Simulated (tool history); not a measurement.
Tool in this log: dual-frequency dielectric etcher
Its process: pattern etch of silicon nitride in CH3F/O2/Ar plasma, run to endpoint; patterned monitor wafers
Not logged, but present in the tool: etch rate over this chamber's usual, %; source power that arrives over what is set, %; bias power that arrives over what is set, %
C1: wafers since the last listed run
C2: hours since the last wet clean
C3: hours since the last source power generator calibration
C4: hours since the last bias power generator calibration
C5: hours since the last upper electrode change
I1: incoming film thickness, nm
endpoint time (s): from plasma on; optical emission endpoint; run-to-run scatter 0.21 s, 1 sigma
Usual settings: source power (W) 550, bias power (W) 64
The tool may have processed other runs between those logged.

run 1 hour=0.0 | source_power_(W)=550 bias_power_(W)=64 | C1=0 C2=380.9 C3=2513.2 C4=3386.6 C5=4154.5 | I1=30.71 | endpoint_time_(s)=43.1
run 2 hour=58.7 | source_power_(W)=550 bias_power_(W)=64 | C1=527 C2=439.6 C3=2571.9 C4=3445.3 C5=4213.2 | I1=30.80 | endpoint_time_(s)=43.3
-- hour=171.6 wet clean of the chamber
run 3 hour=249.5 | source_power_(W)=550 bias_power_(W)=64 | C1=1497 C2=77.9 C3=2762.7 C4=3636.1 C5=4404.0 | I1=30.66 | endpoint_time_(s)=41.9
run 4 hour=291.9 | source_power_(W)=550 bias_power_(W)=64 | C1=380 C2=120.3 C3=2805.1 C4=3678.5 C5=4446.4 | I1=30.85 | endpoint_time_(s)=42.4
run 5 hour=329.1 | source_power_(W)=550 bias_power_(W)=64 | C1=334 C2=157.5 C3=2842.3 C4=3715.7 C5=4483.6 | I1=30.37 | endpoint_time_(s)=41.9
run 6 hour=370.9 | source_power_(W)=550 bias_power_(W)=64 | C1=375 C2=199.3 C3=2884.1 C4=3757.5 C5=4525.4 | I1=30.50 | endpoint_time_(s)=42.6
run 7 hour=441.2 | source_power_(W)=550 bias_power_(W)=64 | C1=631 C2=269.6 C3=2954.4 C4=3827.8 C5=4595.7 | I1=30.46 | endpoint_time_(s)=42.0
run 8 hour=491.0 | source_power_(W)=550 bias_power_(W)=64 | C1=447 C2=319.4 C3=3004.2 C4=3877.6 C5=4645.5 | I1=30.36 | endpoint_time_(s)=42.2
-- hour=621.1 bias power generator calibrated
-- hour=668.6 upper electrode replaced, of another model than before
run 9 hour=698.3 | source_power_(W)=550 bias_power_(W)=64 | C1=1610 C2=526.7 C3=3211.5 C4=77.2 C5=29.7 | I1=30.87 | endpoint_time_(s)=43.7
run 10 hour=760.4 | source_power_(W)=550 bias_power_(W)=64 | C1=557 C2=588.8 C3=3273.6 C4=139.3 C5=91.8 | I1=30.96 | endpoint_time_(s)=44.5
run 11 hour=785.4 | source_power_(W)=550 bias_power_(W)=64 | C1=224 C2=613.8 C3=3298.6 C4=164.3 C5=116.8 | I1=30.82 | endpoint_time_(s)=44.2
-- hour=837.3 wet clean of the chamber
run 12 hour=837.8 | source_power_(W)=550 bias_power_(W)=64 | C1=255 C2=0.5 C3=3351.0 C4=216.7 C5=169.2 | I1=30.42 | endpoint_time_(s)=41.3
run 13 hour=854.6 | source_power_(W)=550 bias_power_(W)=64 | C1=150 C2=17.3 C3=3367.8 C4=233.5 C5=186.0 | I1=30.71 | endpoint_time_(s)=41.6
run 14 hour=894.4 | source_power_(W)=520 bias_power_(W)=57 | C1=357 C2=57.1 C3=3407.6 C4=273.3 C5=225.8 | I1=30.04 | endpoint_time_(s)=42.7
run 15 hour=932.2 | source_power_(W)=520 bias_power_(W)=57 | C1=339 C2=94.9 C3=3445.4 C4=311.1 C5=263.6 | I1=30.58 | endpoint_time_(s)=42.9
run 16 hour=1056.4 | source_power_(W)=550 bias_power_(W)=64 | C1=1115 C2=219.1 C3=3569.6 C4=435.3 C5=387.8 | I1=30.33 | endpoint_time_(s)=42.2
run 17 hour=1118.9 | source_power_(W)=670 bias_power_(W)=79 | C1=561 C2=281.6 C3=3632.1 C4=497.8 C5=450.3 | I1=30.50 | endpoint_time_(s)=38.5
run 18 hour=1189.1 | source_power_(W)=550 bias_power_(W)=64 | C1=630 C2=351.8 C3=3702.3 C4=568.0 C5=520.5 | I1=30.81 | endpoint_time_(s)=43.1
run 19 hour=1240.2 | source_power_(W)=450 bias_power_(W)=70 | C1=458 C2=402.9 C3=3753.4 C4=619.1 C5=571.6 | I1=30.64 | endpoint_time_(s)=45.5
run 20 hour=1272.7 | source_power_(W)=670 bias_power_(W)=64 | C1=291 C2=435.4 C3=3785.9 C4=651.6 C5=604.1 | I1=30.54 | endpoint_time_(s)=40.2
-- hour=1308.2 source power generator calibrated
run 21 hour=1321.7 | source_power_(W)=550 bias_power_(W)=49 | C1=404 C2=484.4 C3=13.5 C4=700.6 C5=653.1 | I1=30.45 | endpoint_time_(s)=45.2
run 22 hour=1360.5 | source_power_(W)=550 bias_power_(W)=76 | C1=348 C2=523.2 C3=52.3 C4=739.4 C5=691.9 | I1=30.66 | endpoint_time_(s)=41.8
run 23 hour=1390.6 | source_power_(W)=640 bias_power_(W)=52 | C1=270 C2=553.3 C3=82.4 C4=769.5 C5=722.0 | I1=30.83 | endpoint_time_(s)=43.5
run 24 hour=1453.8 | source_power_(W)=510 bias_power_(W)=48 | C1=567 C2=616.5 C3=145.6 C4=832.7 C5=785.2 | I1=30.56 | endpoint_time_(s)=47.0
-- hour=1484.6 wet clean of the chamber
run 25 hour=1516.7 | source_power_(W)=550 bias_power_(W)=64 | C1=349 C2=32.1 C3=208.5 C4=895.6 C5=848.1 | I1=30.42 | endpoint_time_(s)=41.1
run 26 hour=1576.7 | source_power_(W)=510 bias_power_(W)=64 | C1=538 C2=92.1 C3=268.5 C4=955.6 C5=908.1 | I1=30.86 | endpoint_time_(s)=42.8
run 27 hour=1613.4 | source_power_(W)=600 bias_power_(W)=64 | C1=329 C2=128.8 C3=305.2 C4=992.3 C5=944.8 | I1=30.47 | endpoint_time_(s)=40.5

What does the tool deliver on the next run?
run 28 hour=1678.6 | source_power_(W)=550 bias_power_(W)=64 | C1=585 C2=194.0 C3=370.4 C4=1057.5 C5=1010.0 | I1=30.87 | endpoint_time_(s)=?

endpoint time (s): 42.2
Without the tool's hidden state the same run would have given endpoint time (s) 41.6.
